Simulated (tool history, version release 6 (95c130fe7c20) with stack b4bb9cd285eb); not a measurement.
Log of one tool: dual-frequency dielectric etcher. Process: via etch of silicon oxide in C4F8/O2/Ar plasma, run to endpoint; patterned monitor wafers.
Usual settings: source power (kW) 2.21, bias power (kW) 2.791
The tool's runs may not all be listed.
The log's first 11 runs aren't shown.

| run | day | source power (kW) | bias power (kW) | wafers since the last listed run | hours since the last wet clean | hours since the last source power generator calibration | hours since the last bias power generator calibration | hours since the last upper electrode change | incoming incoming film thickness, nm | endpoint time (s) |
|---|---|---|---|---|---|---|---|---|---|---|
| 12 | 5.496 | 1.98 | 3.324 | 126 | 26.7 | 3435.8 | 1948.1 | 4653.1 | 1352.4 | 224.1 |
| 13 | 6.067 | 1.98 | 3.324 | 68 | 40.4 | 3449.5 | 1961.8 | 4666.8 | 1364.9 | 225.5 |
| 14 | 6.75 | 1.98 | 2.791 | 81 | 56.8 | 3465.9 | 1978.2 | 4683.2 | 1375.8 | 237 |
|  | 8.288 | upper electrode replaced |
| 15 | 8.308 | 1.82 | 2.602 | 66 | 94.2 | 3503.3 | 2015.6 | 0.5 | 1372.6 | 245.9 |
| 16 | 8.325 | 1.82 | 2.602 | 1 | 94.6 | 3503.7 | 2016 | 0.9 | 1363 | 249.5 |
|  | 8.933 | source power generator calibrated |
| 17 | 8.954 | 2.21 | 2.791 | 55 | 109.7 | 0.5 | 2031.1 | 16 | 1357.3 | 227.6 |
| 18 | 9.375 | 2.37 | 3.03 | 50 | 119.8 | 10.6 | 2041.2 | 26.1 | 1365.1 | 219.2 |
| 19 | 9.792 | 1.84 | 3.284 | 49 | 129.8 | 20.6 | 2051.2 | 36.1 | 1360 | 235.1 |
| 20 | 10.267 | 2.21 | 2.338 | 56 | 141.2 | 32 | 2062.6 | 47.5 | 1355.7 | 236.2 |
|  | 10.696 | bias power generator calibrated |
| 21 | 10.929 | 2.21 | 3.117 | 59 | 157.1 | 47.9 | 5.6 | 63.4 | 1360 | 223.1 |
| 22 | 11.454 | 2.21 | 2.338 | 62 | 169.7 | 60.5 | 18.2 | 76 | 1352.9 | 236.7 |
| 23 | 11.917 | 2.21 | 3.005 | 55 | 180.8 | 71.6 | 29.3 | 87.1 | 1369.6 | 227.1 |
| 24 | 12.571 | 2.21 | 2.791 | 78 | 196.5 | 87.3 | 45 | 102.8 | 1373.5 | 232.5 |
| 25 | 13.225 | 2.21 | 2.791 | 78 | 212.2 | 103 | 60.7 | 118.5 | 1365.3 | 231.9 |
| 26 | 13.712 | 2.52 | 2.791 | 58 | 223.9 | 114.7 | 72.4 | 130.2 | 1359.4 | 221.2 |
| 27 | 13.967 | 2.02 | 2.119 | 30 | 230 | 120.8 | 78.5 | 136.3 | 1362.9 | 252.5 |
| 28 | 14.479 | 1.74 | 2.791 | 61 | 242.3 | 133.1 | 90.8 | 148.6 | 1366.7 | 251.8 |
| 29 | 14.908 | 1.86 | 2.128 | 51 | 252.6 | 143.4 | 101.1 | 158.9 | 1358.6 | 257.9 |
| 30 | 15.292 | 2.21 | 3.117 | 45 | 261.8 | 152.6 | 110.3 | 168.1 | 1344.6 | 223.5 |
| 31 | 15.967 | 1.9 | 2.227 | 80 | 278 | 168.8 | 126.5 | 184.3 | 1353.3 | 253.9 |
| 32 | 16.658 | 1.9 | 3.038 | 82 | 294.6 | 185.4 | 143.1 | 200.9 | 1369.9 | 237.8 |
| 33 | 17.029 | 2.21 | 2.791 | 44 | 303.5 | 194.3 | 152 | 209.8 | 1356.7 | 231.1 |
| 34 | 17.692 | 2.21 | 2.791 | 79 | 319.4 | 210.2 | 167.9 | 225.7 | 1363.6 | 232.2 |
| 35 | 18.012 | 2.21 | 2.192 | 38 | 327.1 | 217.9 | 175.6 | 233.4 | 1345.3 | 244.6 |
|  | 19.05 | wet clean of the chamber |
| 36 | 19.071 | 2.55 | 2.124 | 6 | 0.5 | 243.3 | 201 | 258.8 | 1357.6 | 228.1 |

Forecast each of these 3 alternatives for the next run:
| A | 19.092 | 2.21 | 2.791 | 2 | 1 | 243.8 | 201.5 | 259.3 | 1365.2 | ? |
| B | 19.092 | 2.03 | 2.407 | 2 | 1 | 243.8 | 201.5 | 259.3 | 1365.2 | ? |
| C | 19.092 | 2.44 | 3.421 | 2 | 1 | 243.8 | 201.5 | 259.3 | 1365.2 | ? |

| run | endpoint time (s) |
|---|---|
| A | 228 |
| B | 242.2 |
| C | 210.4 |
Without the tool's hidden state the same runs would have given:
| run | endpoint time (s) |
|---|---|
| A | 227.9 |
| B | 242.1 |
| C | 210.3 |
